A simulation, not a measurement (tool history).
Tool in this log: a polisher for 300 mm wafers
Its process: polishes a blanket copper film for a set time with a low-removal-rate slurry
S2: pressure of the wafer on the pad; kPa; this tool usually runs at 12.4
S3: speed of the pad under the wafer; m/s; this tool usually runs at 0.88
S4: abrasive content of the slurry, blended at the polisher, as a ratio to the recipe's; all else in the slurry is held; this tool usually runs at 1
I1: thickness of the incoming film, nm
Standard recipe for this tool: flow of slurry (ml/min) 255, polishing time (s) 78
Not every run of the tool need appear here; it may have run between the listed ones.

run 1 hour=0 | flow_of_slurry_(ml/min)=255 S2=12.4 S3=0.88 S4=1.1 polishing_time_(s)=78 | I1=843.2 | film_removed_(Å)=914
run 2 hour=6.7 | flow_of_slurry_(ml/min)=255 S2=11 S3=0.88 S4=1 polishing_time_(s)=78 | I1=829 | film_removed_(Å)=796
run 3 hour=17.4 | flow_of_slurry_(ml/min)=255 S2=11 S3=0.88 S4=1 polishing_time_(s)=78 | I1=820 | film_removed_(Å)=791
run 4 hour=25.5 | flow_of_slurry_(ml/min)=255 S2=11 S3=0.88 S4=1 polishing_time_(s)=78 | I1=828.9 | film_removed_(Å)=787
run 5 hour=32.2 | flow_of_slurry_(ml/min)=300 S2=12.4 S3=0.88 S4=1 polishing_time_(s)=78 | I1=844.8 | film_removed_(Å)=905
run 6 hour=45.3 | flow_of_slurry_(ml/min)=300 S2=12.4 S3=0.88 S4=1 polishing_time_(s)=78 | I1=824.3 | film_removed_(Å)=914
run 7 hour=55.6 | flow_of_slurry_(ml/min)=255 S2=12.4 S3=0.88 S4=1 polishing_time_(s)=78 | I1=844.9 | film_removed_(Å)=860
run 8 hour=67.7 | flow_of_slurry_(ml/min)=255 S2=12.4 S3=0.88 S4=1 polishing_time_(s)=78 | I1=829.6 | film_removed_(Å)=865
run 9 hour=75.5 | flow_of_slurry_(ml/min)=255 S2=12.4 S3=0.88 S4=1 polishing_time_(s)=78 | I1=827.6 | film_removed_(Å)=878
-- hour=82.4 worn pad replaced by a new one
run 10 hour=83.3 | flow_of_slurry_(ml/min)=255 S2=12.4 S3=0.88 S4=1 polishing_time_(s)=78 | I1=826.3 | film_removed_(Å)=867
run 11 hour=95.3 | flow_of_slurry_(ml/min)=255 S2=10.3 S3=0.88 S4=1.25 polishing_time_(s)=78 | I1=840.3 | film_removed_(Å)=754
run 12 hour=102.3 | flow_of_slurry_(ml/min)=255 S2=10.3 S3=0.88 S4=1.25 polishing_time_(s)=78 | I1=830.1 | film_removed_(Å)=759
run 13 hour=114.9 | flow_of_slurry_(ml/min)=255 S2=10.3 S3=0.88 S4=1.25 polishing_time_(s)=78 | I1=816.6 | film_removed_(Å)=750
run 14 hour=124.7 | flow_of_slurry_(ml/min)=255 S2=12.4 S3=0.88 S4=1 polishing_time_(s)=78 | I1=821.1 | film_removed_(Å)=856
-- hour=126.3 slurry nozzle cleaned
run 15 hour=133.4 | flow_of_slurry_(ml/min)=290 S2=12.4 S3=1 S4=1.1 polishing_time_(s)=78 | I1=841.9 | film_removed_(Å)=1070
run 16 hour=141.9 | flow_of_slurry_(ml/min)=255 S2=10.3 S3=0.88 S4=0.9 polishing_time_(s)=78 | I1=825 | film_removed_(Å)=758
run 17 hour=155.6 | flow_of_slurry_(ml/min)=255 S2=12.4 S3=0.88 S4=1 polishing_time_(s)=78 | I1=820 | film_removed_(Å)=924
run 18 hour=162 | flow_of_slurry_(ml/min)=255 S2=12.4 S3=0.88 S4=1 polishing_time_(s)=100 | I1=835.2 | film_removed_(Å)=1177
run 19 hour=168.3 | flow_of_slurry_(ml/min)=230 S2=12.4 S3=0.88 S4=1 polishing_time_(s)=78 | I1=834.4 | film_removed_(Å)=915
-- hour=170.9 slurry blender recalibrated
-- hour=181.6 head pressure recalibrated
run 20 hour=186.2 | flow_of_slurry_(ml/min)=255 S2=12.4 S3=0.72 S4=0.8 polishing_time_(s)=78 | I1=833.9 | film_removed_(Å)=810
run 21 hour=203.9 | flow_of_slurry_(ml/min)=290 S2=12.4 S3=0.88 S4=1 polishing_time_(s)=68 | I1=820.8 | film_removed_(Å)=884
run 22 hour=216.2 | flow_of_slurry_(ml/min)=255 S2=12.4 S3=0.72 S4=1 polishing_time_(s)=63 | I1=838 | film_removed_(Å)=687
run 23 hour=233.7 | flow_of_slurry_(ml/min)=255 S2=12.4 S3=0.88 S4=1 polishing_time_(s)=78 | I1=830.2 | film_removed_(Å)=991
run 24 hour=243.6 | flow_of_slurry_(ml/min)=255 S2=12.4 S3=0.6 S4=0.7 polishing_time_(s)=78 | I1=825.6 | film_removed_(Å)=666

Forecast each of these 5 alternatives for the next run:
run A hour=244 | flow_of_slurry_(ml/min)=225 S2=12.4 S3=0.88 S4=1 polishing_time_(s)=78 | I1=834.7 | film_removed_(Å)=?
run B hour=244 | flow_of_slurry_(ml/min)=255 S2=12.4 S3=1.16 S4=1.1 polishing_time_(s)=66 | I1=834.7 | film_removed_(Å)=?
run C hour=244 | flow_of_slurry_(ml/min)=175 S2=12.4 S3=0.88 S4=1 polishing_time_(s)=103 | I1=834.7 | film_removed_(Å)=?
run D hour=244 | flow_of_slurry_(ml/min)=255 S2=12.4 S3=0.88 S4=1.3 polishing_time_(s)=78 | I1=834.7 | film_removed_(Å)=?
run E hour=244 | flow_of_slurry_(ml/min)=255 S2=12.4 S3=0.88 S4=1.2 polishing_time_(s)=78 | I1=834.7 | film_removed_(Å)=?

run=A film_removed_(Å)=974
run=B film_removed_(Å)=1084
run=C film_removed_(Å)=1247
run=D film_removed_(Å)=1046
run=E film_removed_(Å)=1028
Take away the tool's hidden state, keep each run's random variation, and the runs would have read:
run=A film_removed_(Å)=1023
run=B film_removed_(Å)=1137
run=C film_removed_(Å)=1314
run=D film_removed_(Å)=1098
run=E film_removed_(Å)=1079
